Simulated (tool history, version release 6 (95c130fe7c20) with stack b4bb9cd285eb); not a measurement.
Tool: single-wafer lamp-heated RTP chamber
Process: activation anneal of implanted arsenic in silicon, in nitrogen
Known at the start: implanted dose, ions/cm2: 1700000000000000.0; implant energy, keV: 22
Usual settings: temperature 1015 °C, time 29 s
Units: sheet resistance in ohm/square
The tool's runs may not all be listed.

run    hour  temperature  time  wafers since the last listed run  wafers since the last pyrometer calibration  wafers since the reflector plate was cleaned  hours since the gauge calibration  read-back reference wafer on the same gauge, sheet resistance  sheet resistance
  1     0.0         1015    29                                 0                                         2536                                          8280                              649.7                                                         117.96             98.36
  2    77.6         1015    29                               805                                         3341                                          9085                              727.3                                                         117.91             98.59
  3   108.8         1015    29                               323                                         3665                                          9409                              758.5                                                         117.88             98.06
  4   125.3         1015    29                               171                                         3836                                          9580                              775.0                                                         117.90             98.49
  5   141.3         1015    29                               166                                         4002                                          9746                              791.0                                                         117.94             98.33
  6   157.4         1000    29                               167                                         4169                                          9913                              807.1                                                         117.90            104.95
      192.1  -- pyrometer window cleaned and pyrometer calibrated
  7   192.6         1000    29                               282                                            4                                         10195                              842.3                                                         117.95            104.30
  8   207.7         1015    29                               156                                          161                                         10352                              857.4                                                         117.90             98.78
  9   239.5         1036    29                               329                                          491                                         10682                              889.2                                                         117.92             90.32
 10   273.8         1026    29                               355                                          847                                         11038                              923.5                                                         117.86             93.94
 11   292.9         1026    29                               198                                         1045                                         11236                              942.6                                                         117.88             93.97
      383.4  -- gauge calibrated
 12   386.9         1007    41                               975                                         2020                                         12211                                3.5                                                         117.90             96.29
 13   403.0         1007    41                               167                                         2188                                         12378                               19.6                                                         117.87             96.44
 14   431.1         1007    41                               291                                         2479                                         12670                               47.7                                                         117.99             96.80
 15   445.4         1000    29                               148                                         2628                                         12818                               62.0                                                         117.81            104.89
 16   461.6         1026    34                               168                                         2796                                         12986                               78.2                                                         117.86             91.64
 17   481.0         1023    45                               201                                         2997                                         13188                               97.6                                                         117.86             88.96
      503.5  -- reflector plate cleaned
 18   511.3         1040    40                               231                                         3228                                            81                              127.9                                                         117.90             85.12
 19   541.8         1037    40                               316                                         3545                                           397                              158.4                                                         117.94             85.60
 20   558.6         1015    40                               174                                         3719                                           572                              175.2                                                         117.94             93.78
 21   577.1         1040    40                               191                                         3911                                           764                              193.7                                                         117.92             84.98
      607.7  -- pyrometer window cleaned and pyrometer calibrated
 22   608.2         1043    40                               239                                            5                                          1003                              224.8                                                         117.91             83.41
 23   638.9         1015    29                               318                                          324                                          1322                              255.5                                                         117.87             98.67
 24   671.1         1032    43                               334                                          658                                          1656                              287.7                                                         117.90             86.73
 25   694.0         1015    29                               237                                          895                                          1894                              310.6                                                         117.95             98.57
 26   710.1         1026    29                               167                                         1062                                          2061                              326.7                                                         117.89             94.61
 27   739.3         1007    35                               303                                         1365                                          2364                              355.9                                                         117.96             98.93
 28   788.4         1015    23                               509                                         1875                                          2873                              405.0                                                         117.93            101.86
 29   820.7         1015    24                               335                                         2210                                          3208                              437.3                                                         117.91            101.29
 30   844.6         1033    29                               248                                         2458                                          3456                              461.2                                                         117.88             91.55
 31   947.1         1015    29                              1063                                         3522                                          4520                              563.7                                                         117.92             98.94
 32   967.5         1015    29                               211                                         3733                                          4732                              584.1                                                         117.83             98.57
 33   991.0          989    46                               243                                         3977                                          4976                              607.6                                                         117.91            102.84
 34  1007.9         1039    35                               175                                         4153                                          5151                              624.5                                                         117.92             87.23
 35  1027.6          999    29                               204                                         4357                                          5355                              644.2                                                         117.89            105.02
 36  1040.3         1035    16                               131                                         4489                                          5487                              656.9                                                         117.93             99.27

The tool's hidden state at each run:
true wafer temperature minus pyrometer reading, K: 0 in every run
wafer temperature error from the tarnished reflector plate, K: 0 in every run
gauge reads high (%): 0 in every run
